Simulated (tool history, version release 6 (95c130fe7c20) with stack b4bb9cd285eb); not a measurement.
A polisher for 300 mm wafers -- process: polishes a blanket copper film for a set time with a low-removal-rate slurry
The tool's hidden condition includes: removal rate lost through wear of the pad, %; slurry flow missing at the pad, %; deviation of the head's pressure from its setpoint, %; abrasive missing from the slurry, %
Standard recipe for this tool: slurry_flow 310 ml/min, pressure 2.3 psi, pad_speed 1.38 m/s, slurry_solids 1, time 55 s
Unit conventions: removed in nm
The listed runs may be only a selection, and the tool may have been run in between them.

run,hour,slurry_flow,pressure,pad_speed,slurry_solids,time,wafers since the last listed run,wafers polished on this pad,hours since the slurry nozzle was cleaned,hours since the head pressure was calibrated,hours since the slurry blender was calibrated,"incoming thickness of the incoming film, nm",removed
1,0,250,2.8,1.38,1,55,0,927,377.2,175.3,142.2,1028.7,235.2
2,17.5,250,2.8,1.38,1,55,134,1061,394.7,192.8,159.7,1006.6,233.2
3,41.6,250,2.8,1.38,1,55,184,1246,418.8,216.9,183.8,1014,231.6
4,64.6,310,2.3,1.38,1,55,176,1423,441.8,239.9,206.8,1017.7,194.3
# hour 90.9: worn pad replaced by a new one, of another model than before
5,93.7,310,2.3,1.38,1,55,192,21,470.9,269,235.9,1008.8,188.6
6,119.2,310,2.3,1.38,1,55,195,216,496.4,294.5,261.4,1009.5,186.2
# hour 137.6: slurry blender recalibrated
7,152.7,240,2.3,1.38,1,55,241,458,529.9,328,15.1,1000.7,176.2
# hour 158.5: slurry nozzle cleaned
8,180.7,240,2.3,1.38,1,55,207,665,22.2,356,43.1,1008,190.6
9,202.2,240,2.3,1.38,1,55,165,830,43.7,377.5,64.6,1020.6,191.7
10,232.5,310,2.3,1.38,1,55,232,1063,74,407.8,94.9,1014,197.2
11,251.8,310,2.3,1.1,0.8,55,148,1211,93.3,427.1,114.2,1020.8,166.1
12,281.4,310,2.7,1.38,0.8,55,227,1438,122.9,456.7,143.8,1032.9,215.7
# hour 286.1: worn pad replaced by a new one
13,302.7,310,2.3,1.38,1,44,132,127,144.2,478,165.1,1024.7,158.1
14,324,310,3.1,1.04,1.25,55,163,290,165.5,499.3,186.4,1027.4,229.6
15,346.8,310,2.3,1.38,1.15,45,175,465,188.3,522.1,209.2,1029.7,163.9
16,368.7,310,2,1.18,1,55,168,633,210.2,544,231.1,1026.4,162.5
# hour 373.1: head pressure recalibrated
# hour 394.8: slurry blender recalibrated
17,395.4,310,2.8,1.38,1,55,174,807,236.9,22.3,0.6,1012.8,231.5
18,413,310,2.3,1.38,1,55,135,943,254.5,39.9,18.2,1008.6,195.4
19,441.1,275,1.9,1.02,1,55,215,1158,282.6,68,46.3,1019.3,141
20,456.7,310,2.3,1.38,1,55,119,1278,298.2,83.6,61.9,1005.5,193.6
# hour 471.7: worn pad replaced by a new one
21,482.6,310,2.5,1.38,1,50,168,84,324.1,109.5,87.8,1013.2,191.3
22,496.5,310,2.3,1.38,1,55,106,190,338,123.4,101.7,1021.8,196.8
23,512.2,310,2.3,1.54,1,55,120,311,353.7,139.1,117.4,1016.3,204.4
24,530.2,310,2.3,1.38,1,44,138,449,371.7,157.1,135.4,1008.1,155.5
25,565,280,2.3,0.9,0.7,49,267,716,406.5,191.9,170.2,1016.6,127.5
26,594.2,310,1.9,1.18,1.2,65,224,940,435.7,221.1,199.4,1027.9,184.7
27,608.9,310,1.5,1.38,1,55,112,1053,450.4,235.8,214.1,1037.8,136
28,643.8,245,1.9,1.38,0.85,55,267,1321,485.3,270.7,249,1016.6,151.3
# hour 652.6: worn pad replaced by a new one
29,661.9,310,2.3,1.38,1,55,108,71,503.4,288.8,267.1,1036,189.8

Here are 5 independent what-if runs from the current tool condition. What would each one return?
A,662.3,310,2.3,1.38,1,55,3,74,503.8,289.2,267.5,1019.9,?
B,662.3,310,2.3,1.38,1.15,55,3,74,503.8,289.2,267.5,1019.9,?
C,662.3,310,2.6,1.38,1,55,3,74,503.8,289.2,267.5,1019.9,?
D,662.3,245,2.7,1.04,1,55,3,74,503.8,289.2,267.5,1019.9,?
E,662.3,340,1.9,1.38,0.85,72,3,74,503.8,289.2,267.5,1019.9,?

run,removed
A,187.3
B,192.7
C,206.6
D,178.2
E,207.3
What these runs would have given with no unlogged condition in the tool:
run,removed
A,198.9
B,204.6
C,219.4
D,192
E,219
